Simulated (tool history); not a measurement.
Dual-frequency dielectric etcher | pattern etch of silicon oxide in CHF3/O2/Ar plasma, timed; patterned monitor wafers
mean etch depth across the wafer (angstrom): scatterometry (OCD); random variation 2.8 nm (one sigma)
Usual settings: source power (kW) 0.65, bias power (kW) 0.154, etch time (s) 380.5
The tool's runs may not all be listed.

run	hour	source power (kW)	bias power (kW)	etch time (s)	read-back reference wafer on the same gauge, depth_nm	mean etch depth across the wafer (angstrom)
1	0	0.65	0.154	380.5	703.6	7481
2	29.1	0.73	0.154	466.5	704.7	9684
3	49.1	0.73	0.154	466.5	703.5	9775
4	63.1	0.73	0.154	466.5	703.7	9762
5	78.2	0.65	0.154	380.5	703.8	7484
6	100.6	0.65	0.154	380.5	704.3	7496
7	115.1	0.58	0.154	380.5	704.5	7099
8	135.4	0.58	0.154	380.5	704.1	7086
9	150.2	0.61	0.154	380.5	704.2	7248
10	180.5	0.61	0.154	380.5	704.3	7292
11	197.9	0.73	0.154	380.5	704.1	7918
12	248.4	0.73	0.154	380.5	704.4	7968
13	283.6	0.65	0.154	380.5	704.2	7470
14	326	0.65	0.154	380.5	704	7483
15	328.4	0.76	0.165	380.5	703.9	8280
16	352.8	0.57	0.132	380.5	704.5	6653
17	379.3	0.65	0.154	380.5	703.8	7427
18	407.8	0.5	0.171	435	703.7	7811
19	413.4	0.65	0.154	380.5	704.8	7507
20	426.7	0.65	0.154	380.5	704	7487
21	456.9	0.65	0.154	380.5	702.9	7494
22	492.4	0.65	0.134	380.5	703.7	7125
23	509.1	0.65	0.154	380.5	704.3	7493
24	542.3	0.56	0.138	448.5	703.6	7906
25	575.8	0.65	0.154	429	704.7	8383
26	596.6	0.58	0.134	472	703.6	8359
27	622	0.74	0.142	436.5	704.5	8884
28	646.7	0.54	0.129	284.5	704.8	4809
29	689.2	0.5	0.19	320.5	703.8	5988

Taken out of this log: 6 entries between the listed runs. Where each belongs, and how the hidden state differs across it:
Between runs 13 and 14: gauge calibrated (hour 313); wet clean of the chamber (hour 325.5)
  no hidden state differs between the two runs
Between runs 17 and 18: upper electrode replaced (hour 407.3)
  no hidden state differs between the two runs
Between runs 19 and 20: bias power generator calibrated (hour 420.4)
  no hidden state differs between the two runs
Between runs 23 and 24: source power generator calibrated (hour 524.8)
  no hidden state differs between the two runs
Between runs 28 and 29: wet clean of the chamber (hour 688.7)
  no hidden state differs between the two runs
